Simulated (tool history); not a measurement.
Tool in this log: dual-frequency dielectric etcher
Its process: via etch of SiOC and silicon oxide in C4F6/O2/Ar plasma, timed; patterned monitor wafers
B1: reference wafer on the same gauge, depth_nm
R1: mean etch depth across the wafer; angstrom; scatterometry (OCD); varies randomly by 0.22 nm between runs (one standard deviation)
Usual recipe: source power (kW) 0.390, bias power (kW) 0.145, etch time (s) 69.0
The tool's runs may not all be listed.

run 1 day=0.000 | source_power_(kW)=0.390 bias_power_(kW)=0.145 etch_time_(s)=69.0 | B1=81.5 | R1=706
run 2 day=0.650 | source_power_(kW)=0.390 bias_power_(kW)=0.145 etch_time_(s)=80.0 | B1=81.5 | R1=818
run 3 day=0.942 | source_power_(kW)=0.390 bias_power_(kW)=0.145 etch_time_(s)=80.0 | B1=81.5 | R1=814
run 4 day=1.225 | source_power_(kW)=0.390 bias_power_(kW)=0.145 etch_time_(s)=80.0 | B1=81.4 | R1=814
run 5 day=1.804 | source_power_(kW)=0.390 bias_power_(kW)=0.145 etch_time_(s)=55.0 | B1=81.5 | R1=561
run 6 day=2.488 | source_power_(kW)=0.390 bias_power_(kW)=0.145 etch_time_(s)=55.0 | B1=81.5 | R1=559
run 7 day=2.796 | source_power_(kW)=0.390 bias_power_(kW)=0.145 etch_time_(s)=55.0 | B1=81.4 | R1=557
run 8 day=3.346 | source_power_(kW)=0.390 bias_power_(kW)=0.145 etch_time_(s)=79.5 | B1=81.5 | R1=810
run 9 day=4.929 | source_power_(kW)=0.440 bias_power_(kW)=0.145 etch_time_(s)=69.0 | B1=81.5 | R1=741
-- day=6.238 source power generator calibrated
-- day=6.262 upper electrode replaced
run 10 day=6.283 | source_power_(kW)=0.390 bias_power_(kW)=0.158 etch_time_(s)=74.5 | B1=81.5 | R1=763
run 11 day=6.296 | source_power_(kW)=0.390 bias_power_(kW)=0.158 etch_time_(s)=74.5 | B1=81.5 | R1=766
run 12 day=6.383 | source_power_(kW)=0.390 bias_power_(kW)=0.145 etch_time_(s)=69.0 | B1=81.5 | R1=691
run 13 day=7.117 | source_power_(kW)=0.390 bias_power_(kW)=0.145 etch_time_(s)=69.0 | B1=81.5 | R1=696
run 14 day=7.462 | source_power_(kW)=0.390 bias_power_(kW)=0.145 etch_time_(s)=69.0 | B1=81.5 | R1=690
run 15 day=8.004 | source_power_(kW)=0.390 bias_power_(kW)=0.129 etch_time_(s)=58.0 | B1=81.5 | R1=564
run 16 day=8.558 | source_power_(kW)=0.290 bias_power_(kW)=0.145 etch_time_(s)=69.0 | B1=81.5 | R1=586
run 17 day=8.996 | source_power_(kW)=0.390 bias_power_(kW)=0.145 etch_time_(s)=69.0 | B1=81.5 | R1=689
-- day=9.000 gauge calibrated
run 18 day=9.562 | source_power_(kW)=0.340 bias_power_(kW)=0.179 etch_time_(s)=69.0 | B1=81.5 | R1=676
-- day=9.758 bias power generator calibrated
run 19 day=9.992 | source_power_(kW)=0.450 bias_power_(kW)=0.110 etch_time_(s)=78.5 | B1=81.5 | R1=794
-- day=11.567 wet clean of the chamber
run 20 day=11.588 | source_power_(kW)=0.390 bias_power_(kW)=0.145 etch_time_(s)=69.0 | B1=81.6 | R1=725
run 21 day=12.308 | source_power_(kW)=0.420 bias_power_(kW)=0.157 etch_time_(s)=83.0 | B1=81.5 | R1=921
run 22 day=12.625 | source_power_(kW)=0.390 bias_power_(kW)=0.145 etch_time_(s)=69.0 | B1=81.5 | R1=728
run 23 day=13.338 | source_power_(kW)=0.390 bias_power_(kW)=0.145 etch_time_(s)=85.0 | B1=81.5 | R1=896
run 24 day=13.762 | source_power_(kW)=0.390 bias_power_(kW)=0.145 etch_time_(s)=53.0 | B1=81.5 | R1=557
run 25 day=14.429 | source_power_(kW)=0.450 bias_power_(kW)=0.119 etch_time_(s)=69.0 | B1=81.5 | R1=751
run 26 day=16.292 | source_power_(kW)=0.390 bias_power_(kW)=0.145 etch_time_(s)=69.0 | B1=81.5 | R1=723

Predict each of these 4 candidate next runs independently; none follows another, all start after run 26:
run A day=16.308 | source_power_(kW)=0.390 bias_power_(kW)=0.145 etch_time_(s)=69.0 | B1=? | R1=?
run B day=16.308 | source_power_(kW)=0.310 bias_power_(kW)=0.145 etch_time_(s)=54.0 | B1=? | R1=?
run C day=16.308 | source_power_(kW)=0.440 bias_power_(kW)=0.171 etch_time_(s)=60.0 | B1=? | R1=?
run D day=16.308 | source_power_(kW)=0.320 bias_power_(kW)=0.145 etch_time_(s)=85.5 | B1=? | R1=?

run=A B1=81.4 R1=720
run=B B1=81.4 R1=497
run=C B1=81.4 R1=693
run=D B1=81.4 R1=801
Take away the tool's hidden state, keep each run's random variation, and the runs would have read:
run=A R1=720
run=B R1=497
run=C R1=692
run=D R1=801
